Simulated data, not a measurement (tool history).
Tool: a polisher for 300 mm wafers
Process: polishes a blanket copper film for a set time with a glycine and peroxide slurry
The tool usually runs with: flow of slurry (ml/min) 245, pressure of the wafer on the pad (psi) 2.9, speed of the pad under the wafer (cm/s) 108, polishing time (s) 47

| run | hour | flow of slurry (ml/min) | pressure of the wafer on the pad (psi) | speed of the pad under the wafer (cm/s) | polishing time (s) | incoming thickness of the incoming film, nm | film removed (Å) |
|---|---|---|---|---|---|---|---|
| 1 | 0.0 | 245 | 2.9 | 108 | 47 | 2354.4 | 2537 |
| 2 | 39.5 | 245 | 2.9 | 108 | 47 | 2317.2 | 2514 |
|  | 120.8 | worn pad replaced by a new one |
|  | 128.5 | slurry nozzle cleaned |
| 3 | 147.1 | 245 | 2.9 | 108 | 47 | 2342.8 | 2683 |
| 4 | 200.1 | 245 | 2.9 | 108 | 47 | 2361.5 | 2651 |
| 5 | 268.7 | 245 | 2.9 | 108 | 47 | 2337.1 | 2582 |
| 6 | 343.8 | 245 | 2.9 | 108 | 47 | 2300.7 | 2537 |
| 7 | 390.8 | 245 | 2.9 | 108 | 47 | 2305.4 | 2483 |
|  | 396.5 | worn pad replaced by a new one |
|  | 458.9 | head pressure recalibrated |
| 8 | 462.5 | 245 | 2.9 | 108 | 47 | 2315.6 | 2645 |
| 9 | 539.9 | 245 | 2.9 | 134 | 47 | 2352.8 | 2941 |
|  | 594.3 | slurry nozzle cleaned |
| 10 | 626.5 | 245 | 2.9 | 108 | 47 | 2333.5 | 2531 |
|  | 660.3 | worn pad replaced by a new one |
| 11 | 697.1 | 245 | 2.9 | 108 | 47 | 2363.1 | 2627 |
| 12 | 744.1 | 245 | 2.9 | 108 | 47 | 2321.3 | 2670 |
| 13 | 799.3 | 275 | 3.7 | 108 | 47 | 2320.1 | 3146 |
| 14 | 871.3 | 305 | 2.9 | 108 | 47 | 2365.2 | 2598 |
|  | 926.1 | worn pad replaced by a new one |
| 15 | 936.4 | 245 | 2.9 | 108 | 47 | 2355.0 | 2656 |
| 16 | 985.8 | 245 | 2.9 | 108 | 39 | 2351.6 | 2225 |
|  | 1053.1 | slurry nozzle cleaned |
| 17 | 1059.8 | 245 | 2.9 | 108 | 47 | 2304.7 | 2581 |
| 18 | 1129.5 | 205 | 2.9 | 92 | 47 | 2361.8 | 2318 |
| 19 | 1225.5 | 170 | 2.9 | 108 | 40 | 2311.9 | 1990 |
|  | 1236.5 | worn pad replaced by a new one |
| 20 | 1282.7 | 245 | 2.9 | 108 | 47 | 2343.3 | 2653 |
| 21 | 1381.2 | 205 | 3.6 | 108 | 59 | 2307.2 | 3743 |
|  | 1438.6 | head pressure recalibrated |
| 22 | 1448.7 | 180 | 3.3 | 88 | 62 | 2344.3 | 3207 |

Each row is a separate what-if for the run after 22, all from the same tool condition, not one after another. Results?
| A | 1449.1 | 245 | 2.9 | 108 | 47 | 2334.9 | ? |
| B | 1449.1 | 200 | 2.9 | 108 | 40 | 2334.9 | ? |
| C | 1449.1 | 245 | 3.4 | 108 | 36 | 2334.9 | ? |
| D | 1449.1 | 275 | 2.9 | 146 | 61 | 2334.9 | ? |

| run | film removed (Å) |
|---|---|
| A | 2531 |
| B | 2106 |
| C | 2159 |
| D | 3912 |
Without the tool's hidden state the same runs would have given:
| run | film removed (Å) |
|---|---|
| A | 2654 |
| B | 2209 |
| C | 2264 |
| D | 4102 |
